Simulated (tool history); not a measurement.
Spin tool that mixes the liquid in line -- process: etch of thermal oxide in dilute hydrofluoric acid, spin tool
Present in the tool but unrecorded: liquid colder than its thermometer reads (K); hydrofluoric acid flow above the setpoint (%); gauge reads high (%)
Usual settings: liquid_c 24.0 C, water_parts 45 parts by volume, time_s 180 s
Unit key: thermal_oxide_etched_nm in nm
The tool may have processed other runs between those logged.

run   hour  liquid_c  water_parts  time_s  wafers since the last listed run  hours since the thermometer was replaced  hours since the hydrofluoric acid flow meter was replaced  hours since the gauge calibration  read-back film thickness of the thermal oxide reference wafer, read on the same gauge (nm)  thermal_oxide_etched_nm
  1    0.0      24.0           45     140                                 0                                     426.2                                                      881.7                               87.4                                                                                       50.01                    15.60
  2   19.7      24.0           45     180                               177                                     445.9                                                      901.4                              107.1                                                                                       50.01                    20.26
  3   36.9      24.0           45     180                               154                                     463.1                                                      918.6                              124.3                                                                                       50.00                    20.15
  4   62.6      24.0           45     180                               230                                     488.8                                                      944.3                              150.0                                                                                       50.02                    20.09
  5   77.2      24.0           45     180                               131                                     503.4                                                      958.9                              164.6                                                                                       50.00                    19.67
  6  110.0      24.0           45     180                               294                                     536.2                                                      991.7                              197.4                                                                                       50.01                    19.83
  7  134.1      24.0           45     180                               216                                     560.3                                                     1015.8                              221.5                                                                                       50.01                    20.08
  8  147.4      27.5           60      70                               119                                     573.6                                                     1029.1                              234.8                                                                                       50.00                     6.62
  9  182.8      24.0           45     180                               318                                     609.0                                                     1064.5                              270.2                                                                                       49.99                    19.81
     190.9  -- hydrofluoric acid flow meter replaced
 10  198.8      24.0           45     180                               134                                     625.0                                                        7.9                              286.2                                                                                       50.03                    17.26
 11  222.3      24.0           45     215                               211                                     648.5                                                       31.4                              309.7                                                                                       49.99                    20.78
     234.2  -- thermometer replaced
     241.8  -- gauge calibrated
 12  254.3      28.0           30     125                               278                                      20.1                                                       63.4                               12.5                                                                                       50.00                    24.88
 13  278.7      19.0           50     180                               219                                      44.5                                                       87.8                               36.9                                                                                       49.99                    14.24
 14  292.8      24.0           55      85                               126                                      58.6                                                      101.9                               51.0                                                                                       50.00                     7.40
 15  326.5      27.5           60      70                               302                                      92.3                                                      135.6                               84.7                                                                                       50.02                     6.46

Here are 4 independent what-if runs from the current tool condition. What would each one return?
  A  327.0      22.0           45     180                                 4                                      92.8                                                      136.1                               85.2                                                                                           ?                        ?
  B  327.0      29.0           35     285                                 4                                      92.8                                                      136.1                               85.2                                                                                           ?                        ?
  C  327.0      21.0           45     265                                 4                                      92.8                                                      136.1                               85.2                                                                                           ?                        ?
  D  327.0      24.0           60     145                                 4                                      92.8                                                      136.1                               85.2                                                                                           ?                        ?

run  read-back film thickness of the thermal oxide reference wafer, read on the same gauge (nm)  thermal_oxide_etched_nm
  A                                                                                       50.00                    17.72
  B                                                                                       50.00                    48.77
  C                                                                                       50.00                    25.00
  D                                                                                       50.00                    11.41
With the hidden condition removed and each run's random variation left untouched, the same runs would have given:
run  thermal_oxide_etched_nm
  A                    17.67
  B                    48.62
  C                    24.95
  D                    11.38
